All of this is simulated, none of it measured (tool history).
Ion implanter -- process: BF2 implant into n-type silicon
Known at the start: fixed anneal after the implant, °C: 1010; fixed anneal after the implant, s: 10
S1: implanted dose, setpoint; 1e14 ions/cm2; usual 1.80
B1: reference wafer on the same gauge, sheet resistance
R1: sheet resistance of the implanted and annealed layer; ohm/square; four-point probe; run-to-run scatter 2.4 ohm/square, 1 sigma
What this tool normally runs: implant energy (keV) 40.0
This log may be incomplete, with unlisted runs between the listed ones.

run 1 hour=0.0 | S1=1.80 implant_energy_(keV)=47.5 | B1=583.81 | R1=601.12
-- hour=37.7 Faraday cup replaced and dose calibrated
run 2 hour=54.4 | S1=1.80 implant_energy_(keV)=47.5 | B1=583.41 | R1=611.11
run 3 hour=87.5 | S1=1.80 implant_energy_(keV)=40.0 | B1=584.19 | R1=620.67
run 4 hour=127.2 | S1=1.80 implant_energy_(keV)=40.0 | B1=583.39 | R1=624.66
run 5 hour=164.2 | S1=2.15 implant_energy_(keV)=29.5 | B1=583.22 | R1=558.44
run 6 hour=201.9 | S1=2.15 implant_energy_(keV)=29.5 | B1=582.81 | R1=554.53
run 7 hour=269.6 | S1=1.80 implant_energy_(keV)=40.0 | B1=583.52 | R1=625.00
run 8 hour=324.9 | S1=1.80 implant_energy_(keV)=40.0 | B1=584.20 | R1=620.18
run 9 hour=350.4 | S1=1.80 implant_energy_(keV)=40.0 | B1=583.58 | R1=620.23
run 10 hour=414.2 | S1=1.80 implant_energy_(keV)=40.0 | B1=582.86 | R1=616.87
run 11 hour=442.8 | S1=1.43 implant_energy_(keV)=32.0 | B1=583.11 | R1=762.06
run 12 hour=482.2 | S1=1.66 implant_energy_(keV)=40.0 | B1=582.89 | R1=656.33
run 13 hour=544.6 | S1=1.66 implant_energy_(keV)=40.0 | B1=582.13 | R1=654.31
run 14 hour=582.0 | S1=1.66 implant_energy_(keV)=40.0 | B1=583.30 | R1=655.16
run 15 hour=643.1 | S1=1.99 implant_energy_(keV)=36.0 | B1=583.37 | R1=574.13
run 16 hour=694.5 | S1=1.80 implant_energy_(keV)=40.0 | B1=583.16 | R1=612.46
run 17 hour=720.2 | S1=2.31 implant_energy_(keV)=48.5 | B1=583.63 | R1=490.51
run 18 hour=761.6 | S1=1.80 implant_energy_(keV)=36.0 | B1=583.17 | R1=622.22
run 19 hour=803.0 | S1=1.80 implant_energy_(keV)=36.0 | B1=582.99 | R1=620.67
-- hour=810.5 gauge calibrated
run 20 hour=863.2 | S1=1.56 implant_energy_(keV)=44.5 | B1=583.46 | R1=668.29
run 21 hour=909.7 | S1=1.80 implant_energy_(keV)=40.0 | B1=582.63 | R1=612.62
run 22 hour=980.9 | S1=2.01 implant_energy_(keV)=36.5 | B1=582.87 | R1=560.84
run 23 hour=1018.1 | S1=1.80 implant_energy_(keV)=47.5 | B1=583.22 | R1=590.00
run 24 hour=1114.3 | S1=2.10 implant_energy_(keV)=49.0 | B1=582.97 | R1=523.90
run 25 hour=1150.2 | S1=1.55 implant_energy_(keV)=26.0 | B1=583.27 | R1=715.77
-- hour=1177.6 Faraday cup replaced and dose calibrated
run 26 hour=1196.4 | S1=1.50 implant_energy_(keV)=53.0 | B1=583.77 | R1=704.38
run 27 hour=1244.8 | S1=1.51 implant_energy_(keV)=26.5 | B1=583.07 | R1=755.58
run 28 hour=1299.3 | S1=1.58 implant_energy_(keV)=40.0 | B1=584.28 | R1=690.41
run 29 hour=1506.3 | S1=2.28 implant_energy_(keV)=36.0 | B1=582.75 | R1=518.78
run 30 hour=1535.1 | S1=1.80 implant_energy_(keV)=33.0 | B1=582.37 | R1=632.92
-- hour=1559.9 extraction supply calibrated
run 31 hour=1604.1 | S1=1.80 implant_energy_(keV)=28.5 | B1=583.34 | R1=638.34
run 32 hour=1663.0 | S1=2.21 implant_energy_(keV)=45.5 | B1=582.02 | R1=517.87
run 33 hour=1692.9 | S1=1.64 implant_energy_(keV)=36.0 | B1=581.71 | R1=673.76
run 34 hour=1747.8 | S1=1.58 implant_energy_(keV)=40.0 | B1=582.44 | R1=683.73
run 35 hour=1808.1 | S1=2.15 implant_energy_(keV)=29.5 | B1=583.16 | R1=549.98
run 36 hour=1852.6 | S1=1.46 implant_energy_(keV)=33.5 | B1=583.62 | R1=740.61
run 37 hour=1898.6 | S1=1.80 implant_energy_(keV)=40.0 | B1=583.29 | R1=614.51
run 38 hour=2107.9 | S1=1.31 implant_energy_(keV)=30.0 | B1=582.83 | R1=817.07

What was the tool's hidden state at every run in the log?
deviation of the true energy from its setpoint, %: 0 across all the runs
gauge reads high (%): 0 across all the runs
H1: deviation of the true dose from the Faraday cup's reading, %
run=1 H1=3.73
run=2 H1=0.224
run=3 H1=0.365
run=4 H1=0.533
run=5 H1=0.691
run=6 H1=0.851
run=7 H1=1.14
run=8 H1=1.37
run=9 H1=1.48
run=10 H1=1.75
run=11 H1=1.87
run=12 H1=2.04
run=13 H1=2.31
run=14 H1=2.47
run=15 H1=2.73
run=16 H1=2.94
run=17 H1=3.05
run=18 H1=3.23
run=19 H1=3.41
run=20 H1=3.66
run=21 H1=3.86
run=22 H1=4.16
run=23 H1=4.32
run=24 H1=4.73
run=25 H1=4.88
run=26 H1=-0.104
run=27 H1=0.102
run=28 H1=0.333
run=29 H1=1.21
run=30 H1=1.34
run=31 H1=1.63
run=32 H1=1.88
run=33 H1=2.01
run=34 H1=2.24
run=35 H1=2.5
run=36 H1=2.68
run=37 H1=2.88
run=38 H1=3.77

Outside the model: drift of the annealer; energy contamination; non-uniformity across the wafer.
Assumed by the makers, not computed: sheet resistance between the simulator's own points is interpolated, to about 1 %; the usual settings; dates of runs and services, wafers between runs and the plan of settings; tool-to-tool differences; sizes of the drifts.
